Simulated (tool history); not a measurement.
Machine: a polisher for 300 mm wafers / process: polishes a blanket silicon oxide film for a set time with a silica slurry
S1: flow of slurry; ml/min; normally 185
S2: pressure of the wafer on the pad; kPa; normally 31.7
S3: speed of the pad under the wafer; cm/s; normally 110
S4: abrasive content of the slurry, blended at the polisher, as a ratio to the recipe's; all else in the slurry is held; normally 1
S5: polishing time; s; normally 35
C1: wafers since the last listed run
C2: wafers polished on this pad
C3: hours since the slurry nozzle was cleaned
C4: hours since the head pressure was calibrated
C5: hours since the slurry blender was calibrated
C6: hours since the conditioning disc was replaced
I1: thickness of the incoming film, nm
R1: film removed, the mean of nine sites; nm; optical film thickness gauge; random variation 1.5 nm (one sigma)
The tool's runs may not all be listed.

run	hour	S1	S2	S3	S4	S5	C1	C2	C3	C4	C5	C6	I1	R1
1	0	185	31.7	110	1	35	0	1471	219.3	789.4	413.7	10.8	1556.4	148
# hour 52.4: slurry blender recalibrated
2	63.4	185	31.7	110	1	35	1019	2491	282.7	852.8	11	74.2	1505.8	147.7
# hour 74.4: worn pad replaced by a new one
3	97.6	185	31.7	110	1	35	501	384	316.9	887	45.2	108.4	1517.6	145.1
4	127.4	185	31.7	110	1	35	494	879	346.7	916.8	75	138.2	1514.3	143.8
5	161.6	185	31.7	110	1	35	568	1447	380.9	951	109.2	172.4	1512.7	148.6
6	198.2	185	31.7	110	1	35	607	2055	417.5	987.6	145.8	209	1554.5	146.8
# hour 200.3: conditioning disc replaced and pad reconditioned
# hour 228.5: worn pad replaced by a new one
7	253.5	215	31.7	138	1	35	818	415	472.8	1042.9	201.1	53.2	1540.7	179.3
8	299.7	215	31.7	138	1	35	767	1182	519	1089.1	247.3	99.4	1507.6	181.9
# hour 341.1: slurry nozzle cleaned
9	349.3	185	31.7	110	1	35	807	1990	8.2	1138.7	296.9	149	1519.4	146.6
# hour 376.6: worn pad replaced by a new one
10	377.1	185	24.1	122	1	35	395	8	36	1166.5	324.7	176.8	1521	132.5
# hour 393.7: conditioning disc replaced and pad reconditioned
11	408	235	26.9	110	1	35	480	488	66.9	1197.4	355.6	14.3	1535.1	134.7
12	455.6	185	24.8	80	1	35	790	1279	114.5	1245	403.2	61.9	1534	93.9
# hour 457.7: head pressure recalibrated
# hour 501.6: slurry blender recalibrated
# hour 536: worn pad replaced by a new one
# hour 580.9: conditioning disc replaced and pad reconditioned
13	663.6	150	27.6	110	1	35	3288	2086	322.5	205.9	162	82.7	1548.7	128.3
# hour 681.3: worn pad replaced by a new one
14	729.7	185	31.7	110	1	29	1031	804	388.6	272	228.1	148.8	1525.5	122.3
# hour 789.4: conditioning disc replaced and pad reconditioned
15	799.5	250	31.7	110	1	35	1126	1930	458.4	341.8	297.9	10.1	1545.4	153.7
16	826.7	185	31.7	110	1	35	451	2382	485.6	369	325.1	37.3	1550.1	147.3

What the log doesn't show, run by run:
removal rate lost through wear of the pad, %: 0, the same for each run
slurry flow missing at the pad, %: 0, the same for each run
deviation of the head's pressure from its setpoint, %: 0, the same for each run
abrasive missing from the slurry, %: 0, the same for each run
time polished since the conditioner stopped cutting, s: 0, the same for each run

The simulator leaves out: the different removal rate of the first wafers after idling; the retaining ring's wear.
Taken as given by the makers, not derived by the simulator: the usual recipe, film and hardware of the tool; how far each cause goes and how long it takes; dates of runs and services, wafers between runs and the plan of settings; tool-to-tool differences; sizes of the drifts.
